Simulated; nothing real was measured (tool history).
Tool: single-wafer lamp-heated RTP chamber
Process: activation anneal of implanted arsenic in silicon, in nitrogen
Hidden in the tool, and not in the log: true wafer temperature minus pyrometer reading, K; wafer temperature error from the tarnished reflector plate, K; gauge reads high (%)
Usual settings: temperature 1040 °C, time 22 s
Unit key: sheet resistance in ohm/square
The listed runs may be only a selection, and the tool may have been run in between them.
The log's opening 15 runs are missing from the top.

run,hour,temperature,time,wafers since the last listed run,wafers since the last pyrometer calibration,wafers since the reflector plate was cleaned,hours since the gauge calibration,"read-back reference wafer on the same gauge, sheet resistance",sheet resistance
16,648.0,1051,22,385,557,557,593.3,246.92,247.43
17,690.7,1050,22,388,945,945,636.0,247.01,245.10
18,728.1,1031,13,340,1285,1285,673.4,248.12,254.93
19,776.2,1040,22,437,1722,1722,721.5,248.59,251.36
# hour 835.7: pyrometer window cleaned and pyrometer calibrated
20,836.0,1017,18,470,2,2193,781.3,248.88,258.27
21,868.1,1018,13,291,294,2485,813.4,250.25,257.69
22,914.8,1012,26,424,718,2910,860.1,250.78,259.65
23,939.7,1014,9,226,945,3136,885.0,250.83,264.10
24,985.4,1063,15,415,1360,3552,930.7,251.70,251.35
25,1045.2,1031,13,543,1904,4095,990.5,253.48,260.54
# hour 1056.0: gauge calibrated
26,1076.4,1068,31,283,2188,4379,20.4,242.96,235.72
27,1125.3,1025,33,444,2632,4824,69.3,243.06,246.95
# hour 1156.5: pyrometer window cleaned and pyrometer calibrated
28,1157.0,1015,30,215,4,5039,101.0,242.68,248.85
29,1223.2,1012,26,601,606,5641,167.2,243.30,248.77
30,1291.5,1029,13,620,1227,6262,235.5,243.65,252.00
31,1335.4,1056,22,399,1626,6661,279.4,243.86,245.59
32,1389.1,1040,15,488,2114,7149,333.1,244.46,247.82
# hour 1420.2: pyrometer window cleaned and pyrometer calibrated
33,1422.7,1067,12,232,22,7382,366.7,244.17,247.41
34,1472.0,1054,11,448,471,7830,416.0,245.05,251.04

Predict each of these 3 candidate next runs independently; none follows another, all start after run 34:
A,1472.4,1040,22,3,474,7834,416.4,?,?
B,1472.4,1040,17,3,474,7834,416.4,?,?
C,1472.4,1052,22,3,474,7834,416.4,?,?

run,"read-back reference wafer on the same gauge, sheet resistance",sheet resistance
A,244.52,246.76
B,244.52,248.91
C,244.52,244.21
Take away the tool's hidden state, keep each run's random variation, and the runs would have read:
run,sheet resistance
A,245.02
B,247.15
C,242.49
